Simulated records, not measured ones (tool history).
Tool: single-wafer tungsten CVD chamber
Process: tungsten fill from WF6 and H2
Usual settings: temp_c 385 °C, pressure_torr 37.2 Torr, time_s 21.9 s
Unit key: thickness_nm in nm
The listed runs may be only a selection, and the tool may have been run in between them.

run	hour	temp_c	pressure_torr	time_s	wafers since the last listed run	hours since the last thermocouple change	hours since the last manometer calibration	hours since the showerhead was replaced	hours since the gauge calibration	read-back reference wafer on the same gauge, thickness_nm	thickness_nm
1	0	385	37.2	21.9	0	1416.8	36.5	2846.3	327.2	53.819	52.975
2	48	385	37.2	21.9	1265	1464.8	84.5	2894.3	375.2	53.818	52.81
3	110.9	385	37.2	21.9	1658	1527.7	147.4	2957.2	438.1	53.809	53.126
4	173.8	385	37.2	21.9	1658	1590.6	210.3	3020.1	501	53.822	52.919
5	224.7	385	37.2	21.9	1341	1641.5	261.2	3071	551.9	53.792	53.296
6	290.1	385	37.2	21.9	1724	1706.9	326.6	3136.4	617.3	53.792	53.146
7	349.9	385	37.2	21.9	1576	1766.7	386.4	3196.2	677.1	53.804	53.053
8	377.9	385	37.2	21.9	738	1794.7	414.4	3224.2	705.1	53.795	53.269
9	405.6	385	37.2	21.9	730	1822.4	442.1	3251.9	732.8	53.787	53.306
10	611.4	385	37.2	21.9	5425	2028.2	647.9	3457.7	938.6	53.799	53.369
11	637.3	385	37.2	21.9	682	2054.1	673.8	3483.6	964.5	53.791	53.658
12	695.4	385	37.2	21.9	1531	2112.2	731.9	3541.7	1022.6	53.79	53.832
13	740.6	385	37.2	21.9	1191	2157.4	777.1	3586.9	1067.8	53.822	53.639
# hour 750: showerhead replaced, of another model than before
14	785.9	385	37.2	21.9	983	2202.7	822.4	35.9	1113.1	53.797	53.662
15	819.7	385	37.2	21.9	891	2236.5	856.2	69.7	1146.9	53.793	53.631
# hour 860.8: gauge calibrated
16	864.8	396	41.8	23	1188	2281.6	901.3	114.8	4	53.786	76.629
17	913.8	385	31.7	18.7	1291	2330.6	950.3	163.8	53	53.804	42.086
# hour 941: thermocouple changed; heater temperature recalibrated
18	968.1	385	37.2	21.9	1220	27.1	1004.6	218.1	107.3	53.803	54.175
19	993.3	385	37.2	21.9	664	52.3	1029.8	243.3	132.5	53.826	54.145
# hour 1018: capacitance manometer re-zeroed and calibrated
20	1034.9	385	37.2	21.9	885	93.9	16.9	284.9	174.1	53.804	52.757
21	1059.1	385	29.4	23.1	637	118.1	41.1	309.1	198.3	53.771	49.107
22	1138.3	385	30.4	17.8	2087	197.3	120.3	388.3	277.5	53.801	38.522
23	1191.4	385	37.2	21.9	1399	250.4	173.4	441.4	330.6	53.788	52.906
24	1244.8	373	34.8	21.9	1407	303.8	226.8	494.8	384	53.789	38.577
25	1311.8	385	37.2	21.9	1766	370.8	293.8	561.8	451	53.807	52.941
26	1367.9	379	37.2	25.4	1478	426.9	349.9	617.9	507.1	53.797	53.695
27	1397.9	399	34.3	20.3	790	456.9	379.9	647.9	537.1	53.828	63.784
28	1425.1	397	32.1	26.2	717	484.1	407.1	675.1	564.3	53.816	76.212
29	1475.2	385	37.2	21.9	1320	534.2	457.2	725.2	614.4	53.794	53.114
30	1517.4	381	37.2	23.3	1112	576.4	499.4	767.4	656.6	53.803	51.728

Had the tool no unlogged condition, and each run kept its random variation, what would the results have been?
Hidden state present: wafer temperature above the value expected at the setpoint (K); true pressure above the setpoint (%); gauge reads high (%).
run	thickness_nm
1	52.841
2	52.669
3	52.965
4	52.729
5	53.073
6	52.873
7	52.725
8	52.91
9	52.917
10	52.689
11	52.93
12	52.996
13	52.72
14	52.887
15	52.801
16	75.354
17	41.3
18	53.068
19	52.989
20	52.764
21	49.112
22	38.516
23	52.883
24	38.544
25	52.862
26	53.577
27	63.617
28	75.981
29	52.911
30	51.492
